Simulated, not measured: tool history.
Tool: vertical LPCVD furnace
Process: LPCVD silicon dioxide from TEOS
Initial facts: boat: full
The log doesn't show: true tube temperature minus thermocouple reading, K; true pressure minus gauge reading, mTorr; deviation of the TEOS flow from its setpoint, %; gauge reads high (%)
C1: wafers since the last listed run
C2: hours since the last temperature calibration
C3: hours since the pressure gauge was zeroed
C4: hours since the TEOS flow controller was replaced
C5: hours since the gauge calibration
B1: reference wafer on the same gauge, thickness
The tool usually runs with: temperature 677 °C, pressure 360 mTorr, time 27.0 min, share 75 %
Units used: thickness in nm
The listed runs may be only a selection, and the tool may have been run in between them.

{"run": 1, "day": 0.0, "temperature": 671, "pressure": 360, "time": 27.0, "share": 86, "C1": 0, "C2": 2030.1, "C3": 2970.7, "C4": 2639.7, "C5": 156.9, "B1": 109.01, "thickness": 129.23}
{"run": 2, "day": 1.092, "temperature": 672, "pressure": 360, "time": 27.0, "share": 75, "C1": 382, "C2": 2056.3, "C3": 2996.9, "C4": 2665.9, "C5": 183.1, "B1": 108.96, "thickness": 123.87}
{"run": 3, "day": 2.338, "temperature": 677, "pressure": 360, "time": 27.0, "share": 75, "C1": 436, "C2": 2086.2, "C3": 3026.8, "C4": 2695.8, "C5": 213.0, "B1": 109.18, "thickness": 139.86}
{"run": 4, "day": 3.129, "temperature": 677, "pressure": 360, "time": 27.0, "share": 86, "C1": 277, "C2": 2105.2, "C3": 3045.8, "C4": 2714.8, "C5": 232.0, "B1": 108.93, "thickness": 150.08}
{"run": 5, "day": 6.946, "temperature": 677, "pressure": 360, "time": 27.0, "share": 86, "C1": 1336, "C2": 2196.8, "C3": 3137.4, "C4": 2806.4, "C5": 323.6, "B1": 108.95, "thickness": 149.92}
{"day": 8.475, "done": "pressure gauge zeroed"}
{"run": 6, "day": 8.496, "temperature": 677, "pressure": 360, "time": 27.0, "share": 86, "C1": 192, "C2": 2234.0, "C3": 0.5, "C4": 2843.6, "C5": 360.8, "B1": 108.95, "thickness": 149.89}
{"run": 7, "day": 8.646, "temperature": 677, "pressure": 360, "time": 27.0, "share": 75, "C1": 52, "C2": 2237.6, "C3": 4.1, "C4": 2847.2, "C5": 364.4, "B1": 108.91, "thickness": 140.18}
{"run": 8, "day": 9.508, "temperature": 677, "pressure": 360, "time": 27.0, "share": 75, "C1": 302, "C2": 2258.3, "C3": 24.8, "C4": 2867.9, "C5": 385.1, "B1": 108.92, "thickness": 139.93}
{"run": 9, "day": 10.725, "temperature": 677, "pressure": 395, "time": 27.0, "share": 70, "C1": 426, "C2": 2287.5, "C3": 54.0, "C4": 2897.1, "C5": 414.3, "B1": 108.79, "thickness": 141.36}
{"day": 12.608, "done": "gauge calibrated"}
{"day": 12.671, "done": "thermocouples replaced and temperature profile calibrated"}
{"day": 12.675, "done": "TEOS flow controller replaced"}
{"run": 10, "day": 12.692, "temperature": 671, "pressure": 360, "time": 27.0, "share": 86, "C1": 337, "C2": 0.5, "C3": 101.2, "C4": 0.4, "C5": 2.0, "B1": 109.06, "thickness": 118.2}
{"run": 11, "day": 13.133, "temperature": 677, "pressure": 360, "time": 23.5, "share": 75, "C1": 154, "C2": 11.1, "C3": 111.8, "C4": 11.0, "C5": 12.6, "B1": 108.99, "thickness": 110.63}
{"run": 12, "day": 13.942, "temperature": 687, "pressure": 435, "time": 16.0, "share": 70, "C1": 283, "C2": 30.5, "C3": 131.2, "C4": 30.4, "C5": 32.0, "B1": 108.93, "thickness": 102.59}
{"run": 13, "day": 15.342, "temperature": 677, "pressure": 415, "time": 27.0, "share": 75, "C1": 490, "C2": 64.1, "C3": 164.8, "C4": 64.0, "C5": 65.6, "B1": 108.93, "thickness": 137.85}
{"run": 14, "day": 16.712, "temperature": 677, "pressure": 315, "time": 32.5, "share": 75, "C1": 480, "C2": 97.0, "C3": 197.7, "C4": 96.9, "C5": 98.5, "B1": 109.13, "thickness": 144.18}
{"run": 15, "day": 17.683, "temperature": 677, "pressure": 360, "time": 31.0, "share": 75, "C1": 339, "C2": 120.3, "C3": 221.0, "C4": 120.2, "C5": 121.8, "B1": 109.22, "thickness": 147.26}
{"run": 16, "day": 19.121, "temperature": 685, "pressure": 360, "time": 19.0, "share": 75, "C1": 503, "C2": 154.8, "C3": 255.5, "C4": 154.7, "C5": 156.3, "B1": 108.99, "thickness": 110.38}

Branching from run 16: 5 alternative next runs. What would each branch give?
{"run": "A", "day": 19.275, "temperature": 677, "pressure": 310, "time": 27.0, "share": 75, "C1": 53, "C2": 158.5, "C3": 259.2, "C4": 158.4, "C5": 160.0, "B1": "?", "thickness": "?"}
{"run": "B", "day": 19.275, "temperature": 680, "pressure": 360, "time": 32.0, "share": 67, "C1": 53, "C2": 158.5, "C3": 259.2, "C4": 158.4, "C5": 160.0, "B1": "?", "thickness": "?"}
{"run": "C", "day": 19.275, "temperature": 686, "pressure": 385, "time": 20.5, "share": 71, "C1": 53, "C2": 158.5, "C3": 259.2, "C4": 158.4, "C5": 160.0, "B1": "?", "thickness": "?"}
{"run": "D", "day": 19.275, "temperature": 677, "pressure": 290, "time": 27.0, "share": 67, "C1": 53, "C2": 158.5, "C3": 259.2, "C4": 158.4, "C5": 160.0, "B1": "?", "thickness": "?"}
{"run": "E", "day": 19.275, "temperature": 670, "pressure": 330, "time": 20.5, "share": 66, "C1": 53, "C2": 158.5, "C3": 259.2, "C4": 158.4, "C5": 160.0, "B1": "?", "thickness": "?"}

run=A B1=108.87 thickness=120.15
run=B B1=108.87 thickness=156.01
run=C B1=108.87 thickness=122.92
run=D B1=108.87 thickness=109.84
run=E B1=108.87 thickness=74.35
With no hidden state in the tool, these same runs would have given:
run=A thickness=117.75
run=B thickness=152.91
run=C thickness=120.51
run=D thickness=107.65
run=E thickness=72.85
